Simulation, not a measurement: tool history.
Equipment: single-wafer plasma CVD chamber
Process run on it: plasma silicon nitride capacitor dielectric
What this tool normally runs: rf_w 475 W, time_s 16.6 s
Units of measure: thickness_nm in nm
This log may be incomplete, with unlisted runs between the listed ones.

run    hour  rf_w  time_s  wafers since the last listed run  hours since the last RF generator calibration  hours since the showerhead was replaced  hours since the gauge calibration  read-back reference wafer on the same gauge, thickness_nm  thickness_nm
  1     0.0   475    16.6                                 0                                          231.5                                   3918.9                              745.2                                                     28.160        25.411
  2    41.6   475    16.6                               959                                          273.1                                   3960.5                              786.8                                                     28.099        25.583
  3    80.9   440    16.6                               906                                          312.4                                   3999.8                              826.1                                                     28.062        24.741
  4   153.7   440    16.6                              1679                                          385.2                                   4072.6                              898.9                                                     28.011        24.765
  5   210.8   475    16.6                              1317                                          442.3                                   4129.7                              956.0                                                     27.984        25.539
  6   270.9   475    16.6                              1386                                          502.4                                   4189.8                             1016.1                                                     27.896        25.276
  7   341.5   475    16.6                              1628                                          573.0                                   4260.4                             1086.7                                                     27.805        24.920
  8   393.2   475    16.6                              1192                                          624.7                                   4312.1                             1138.4                                                     27.752        25.255
  9   423.6   475    16.6                               701                                          655.1                                   4342.5                             1168.8                                                     27.690        25.150
 10   450.8   475    16.6                               627                                          682.3                                   4369.7                             1196.0                                                     27.636        25.461
 11   487.9   475    16.6                               855                                          719.4                                   4406.8                             1233.1                                                     27.588        25.247
 12   528.2   475    16.6                               929                                          759.7                                   4447.1                             1273.4                                                     27.566        25.090
 13   595.2   475    16.6                              1545                                          826.7                                   4514.1                             1340.4                                                     27.444        24.692
 14   658.5   475    16.6                              1460                                          890.0                                   4577.4                             1403.7                                                     27.350        24.892
 15   699.2   475    16.6                               938                                          930.7                                   4618.1                             1444.4                                                     27.302        24.898
      701.7  -- gauge calibrated
 16   759.3   440    16.6                              1386                                          990.8                                   4678.2                               57.6                                                     28.788        25.460
      794.1  -- RF generator calibrated
 17   826.1   420    17.4                              1356                                           32.0                                   4745.0                              124.4                                                     28.756        26.182
 18   850.5   415    17.6                               562                                           56.4                                   4769.4                              148.8                                                     28.767        26.543
 19   889.5   475    16.6                               899                                           95.4                                   4808.4                              187.8                                                     28.730        26.110
 20   960.0   475    16.6                              1626                                          165.9                                   4878.9                              258.3                                                     28.718        25.892
 21  1005.3   475    16.6                              1045                                          211.2                                   4924.2                              303.6                                                     28.704        25.730
 22  1061.2   420    19.8                              1289                                          267.1                                   4980.1                              359.5                                                     28.692        29.576
 23  1114.3   440    13.4                              1224                                          320.2                                   5033.2                              412.6                                                     28.664        20.504
     1163.0  -- showerhead replaced
 24  1165.1   395    13.6                               987                                          371.0                                      2.1                              463.4                                                     28.607        19.775
 25  1227.3   515    15.8                              1434                                          433.2                                     64.3                              525.6                                                     28.599        25.352
 26  1277.3   405    16.6                              1153                                          483.2                                    114.3                              575.6                                                     28.583        24.665
 27  1331.6   560    18.9                              1252                                          537.5                                    168.6                              629.9                                                     28.551        31.084
 28  1363.9   430    14.1                               745                                          569.8                                    200.9                              662.2                                                     28.503        21.209
 29  1403.0   475    17.8                               902                                          608.9                                    240.0                              701.3                                                     28.453        27.544
 30  1471.6   475    16.6                              1582                                          677.5                                    308.6                              769.9                                                     28.447        25.870

Exercise: give the hidden state of the tool at every run:
delivered RF power above the setpoint (%): 0 on each run
H1: gauge reads high (%)
run       H1
  1    -1.17
  2     -1.3
  3    -1.43
  4    -1.68
  5    -1.89
  6    -2.13
  7    -2.43
  8    -2.67
  9    -2.81
 10    -2.94
 11    -3.12
 12    -3.33
 13    -3.68
 14    -4.03
 15    -4.26
 16    0.916
 17    0.891
 18    0.878
 19    0.851
 20    0.788
 21    0.736
 22    0.661
 23    0.578
 24    0.488
 25    0.364
 26    0.253
 27     0.12
 28   0.0359
 29  -0.0719
 30   -0.276
